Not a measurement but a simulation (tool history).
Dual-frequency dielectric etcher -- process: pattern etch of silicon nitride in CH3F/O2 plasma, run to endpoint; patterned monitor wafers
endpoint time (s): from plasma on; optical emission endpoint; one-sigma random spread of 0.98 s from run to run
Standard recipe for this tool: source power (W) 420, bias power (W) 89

run	hour	source power (W)	bias power (W)	wafers since the last listed run	hours since the last wet clean	hours since the last source power generator calibration	hours since the last bias power generator calibration	hours since the last upper electrode change	incoming incoming film thickness, nm	endpoint time (s)
1	0	420	89	0	2.6	3662.2	3628.7	1436.1	107.4	116.9
2	96.2	360	89	418	98.8	3758.4	3724.9	1532.3	107.2	122.1
3	184.5	360	89	384	187.1	3846.7	3813.2	1620.6	108.4	127.2
4	290	360	89	459	292.6	3952.2	3918.7	1726.1	107	126.7
5	327.4	420	89	162	330	3989.6	3956.1	1763.5	107.6	119.4
6	381.2	420	89	234	383.8	4043.4	4009.9	1817.3	107.6	120.3
7	433.4	420	89	227	436	4095.6	4062.1	1869.5	107.7	120.6
8	478.4	420	89	195	481	4140.6	4107.1	1914.5	108.2	119.9
# hour 560.4: wet clean of the chamber
9	560.9	420	89	254	0.5	4223.1	4189.6	1997	108.2	123.9
10	620.9	420	89	261	60.5	4283.1	4249.6	2057	107.7	125.7
11	683.3	420	89	271	122.9	4345.5	4312	2119.4	108.6	125.9
12	747.5	420	89	279	187.1	4409.7	4376.2	2183.6	108.2	123.5
# hour 908: wet clean of the chamber, repeated, since the last time left the tool worse
# hour 1022.7: upper electrode replaced
13	1024.4	370	79	996	116.4	4686.6	4653.1	1.7	107	129.9
# hour 1044.9: source power generator calibrated
# hour 1051.7: bias power generator calibrated
14	1113	420	89	350	205	68.1	61.3	90.3	107.4	117
15	1196.2	500	104	362	288.2	151.3	144.5	173.5	107.9	104.6
16	1285.5	340	67	388	377.5	240.6	233.8	262.8	107.1	146.8
17	1340.3	420	89	238	432.3	295.4	288.6	317.6	107.4	119.1
# hour 1408.5: wet clean of the chamber
18	1409	360	108	194	0.5	364.1	357.3	386.3	107.2	115.7
19	1448.2	490	69	170	39.7	403.3	396.5	425.5	107.7	120.9
20	1531.7	420	89	363	123.2	486.8	480	509	107.7	117.4
21	1579.2	420	89	206	170.7	534.3	527.5	556.5	107.8	119.2
22	1665.1	370	103	373	256.6	620.2	613.4	642.4	108	120
23	1733.5	350	100	297	325	688.6	681.8	710.8	108.4	124.5
# hour 1995.4: wet clean of the chamber
24	2030.2	420	81	1187	34.8	985.3	978.5	1007.5	108.2	120.4
25	2082.8	490	105	229	87.4	1037.9	1031.1	1060.1	107.7	103

Here are 4 independent what-if runs from the current tool condition. What would each one return?
A	2083.3	420	95	2	87.9	1038.4	1031.6	1060.6	108.4	?
B	2083.3	420	104	2	87.9	1038.4	1031.6	1060.6	108.4	?
C	2083.3	390	77	2	87.9	1038.4	1031.6	1060.6	108.4	?
D	2083.3	420	100	2	87.9	1038.4	1031.6	1060.6	108.4	?

run	endpoint time (s)
A	115.4
B	111.5
C	128.9
D	113.2
What these runs would have given with no unlogged condition in the tool:
run	endpoint time (s)
A	115
B	111
C	128.3
D	112.7
